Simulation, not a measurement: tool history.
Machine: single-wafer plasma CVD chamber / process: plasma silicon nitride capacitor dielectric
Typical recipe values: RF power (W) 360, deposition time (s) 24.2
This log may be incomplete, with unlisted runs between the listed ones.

run    hour  RF power (W)  deposition time (s)  read-back reference wafer on the same gauge, thickness_nm  mean film thickness on the monitor wafer (angstrom)
  1     0.0           360                 24.2                                                     40.610                                               334.45
  2    45.1           360                 24.2                                                     40.632                                               334.42
  3    92.4           360                 24.2                                                     40.645                                               335.45
  4   152.9           385                 25.4                                                     40.649                                               358.12
  5   178.7           385                 25.4                                                     40.574                                               357.33
  6   225.3           360                 24.2                                                     40.607                                               333.90
  7   257.9           360                 24.2                                                     40.618                                               335.40
  8   329.1           360                 24.2                                                     40.595                                               334.54
  9   372.1           405                 24.2                                                     40.578                                               342.01
      503.8  -- showerhead replaced
 10   575.5           405                 24.2                                                     40.638                                               342.22
      581.6  -- gauge calibrated
 11   611.8           305                 22.8                                                     40.572                                               301.34
      656.9  -- RF generator calibrated
 12   666.0           305                 22.8                                                     40.626                                               308.68
 13   740.5           415                 24.2                                                     40.639                                               353.85
 14   767.7           340                 25.5                                                     40.624                                               352.72
 15   797.1           385                 20.3                                                     40.606                                               291.98
 16   877.6           360                 24.2                                                     40.583                                               341.10
 17   944.2           305                 24.2                                                     40.583                                               327.55
 18   996.1           360                 20.0                                                     40.628                                               281.61
 19  1054.4           335                 21.4                                                     40.601                                               295.58
 20  1097.9           360                 24.2                                                     40.628                                               338.77
 21  1152.8           310                 26.7                                                     40.544                                               362.81
 22  1203.2           310                 26.7                                                     40.562                                               360.78

Predict the results of run 23:
 23  1265.2           305                 28.2                                                          ?                                                    ?

{"run 23": {"read-back reference wafer on the same gauge, thickness_nm": 40.585, "mean film thickness on the monitor wafer (angstrom)": 380.31}}
Without the tool's hidden state the same run would have given mean film thickness on the monitor wafer (angstrom) 382.64.

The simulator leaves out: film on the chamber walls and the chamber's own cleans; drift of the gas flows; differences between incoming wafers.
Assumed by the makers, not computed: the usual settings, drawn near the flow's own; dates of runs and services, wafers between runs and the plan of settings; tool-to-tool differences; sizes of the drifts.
